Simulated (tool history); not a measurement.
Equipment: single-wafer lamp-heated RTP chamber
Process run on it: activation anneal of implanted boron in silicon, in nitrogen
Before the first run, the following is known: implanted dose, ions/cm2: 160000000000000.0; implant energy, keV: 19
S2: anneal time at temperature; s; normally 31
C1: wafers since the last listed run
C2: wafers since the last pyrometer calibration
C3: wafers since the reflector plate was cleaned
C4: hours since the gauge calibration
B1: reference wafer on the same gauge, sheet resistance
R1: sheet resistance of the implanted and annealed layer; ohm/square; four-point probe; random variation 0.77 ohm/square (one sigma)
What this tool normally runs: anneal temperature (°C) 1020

Run 1, day 0: usual settings but anneal temperature (°C) 1004, S2 20 s; C1 0; C2 132; C3 5977; C4 434.8; B1 514.94. Result: R1 520.46 ohm/square.
Run 2, day 2.108: usual settings but S2 26 s; C1 439; C2 571; C3 6416; C4 485.4; B1 515.39. Result: R1 518.85 ohm/square.
Run 3, day 5.638: usual settings but S2 26 s; C1 735; C2 1307; C3 7152; C4 570.1; B1 515.95. Result: R1 519.02 ohm/square.
Run 4, day 10.004: usual settings but S2 26 s; C1 910; C2 2217; C3 8062; C4 674.9; B1 516.78. Result: R1 520.25 ohm/square.
Run 5, day 12.267: usual settings; C1 471; C2 2689; C3 8534; C4 729.2; B1 517.4. Result: R1 521.08 ohm/square.
Run 6, day 16.017: usual settings; C1 781; C2 3471; C3 9316; C4 819.2; B1 517.88. Result: R1 522.88 ohm/square.
At day 16.896: pyrometer window cleaned and pyrometer calibrated.
Run 7, day 17.775: usual settings but anneal temperature (°C) 1038, S2 22 s; C1 297; C2 183; C3 9613; C4 861.4; B1 518.38. Result: R1 522.54 ohm/square.
At day 18.258: gauge calibrated.
Run 8, day 21.233: usual settings but anneal temperature (°C) 1038, S2 22 s; C1 720; C2 903; C3 10334; C4 71.4; B1 510.31. Result: R1 512.63 ohm/square.
Run 9, day 23.733: usual settings but S2 40 s; C1 521; C2 1425; C3 10855; C4 131.4; B1 510.81. Result: R1 513.89 ohm/square.
Run 10, day 27.667: usual settings but anneal temperature (°C) 990, S2 17 s; C1 819; C2 2245; C3 11675; C4 225.8; B1 511.6. Result: R1 522.17 ohm/square.
At day 29.329: reflector plate cleaned.
Run 11, day 30.462: usual settings but S2 26 s; C1 513; C2 2758; C3 236; C4 292.9; B1 512.36. Result: R1 516.31 ohm/square.
At day 31.275: pyrometer window cleaned and pyrometer calibrated.
Run 12, day 32.871: usual settings but anneal temperature (°C) 1032, S2 48 s; C1 432; C2 332; C3 668; C4 350.7; B1 512.65. Result: R1 512.84 ohm/square.

What will run 13 give?
Run 13, day 35.521: usual settings but anneal temperature (°C) 998, S2 16 s; C1 552; C2 885; C3 1221; C4 414.3; B1 ?. Result: R1 ?.

Run 13 measured B1 513.15, R1 520.5 ohm/square.
With no hidden state in the tool, this same run would have given R1 517.25 ohm/square.
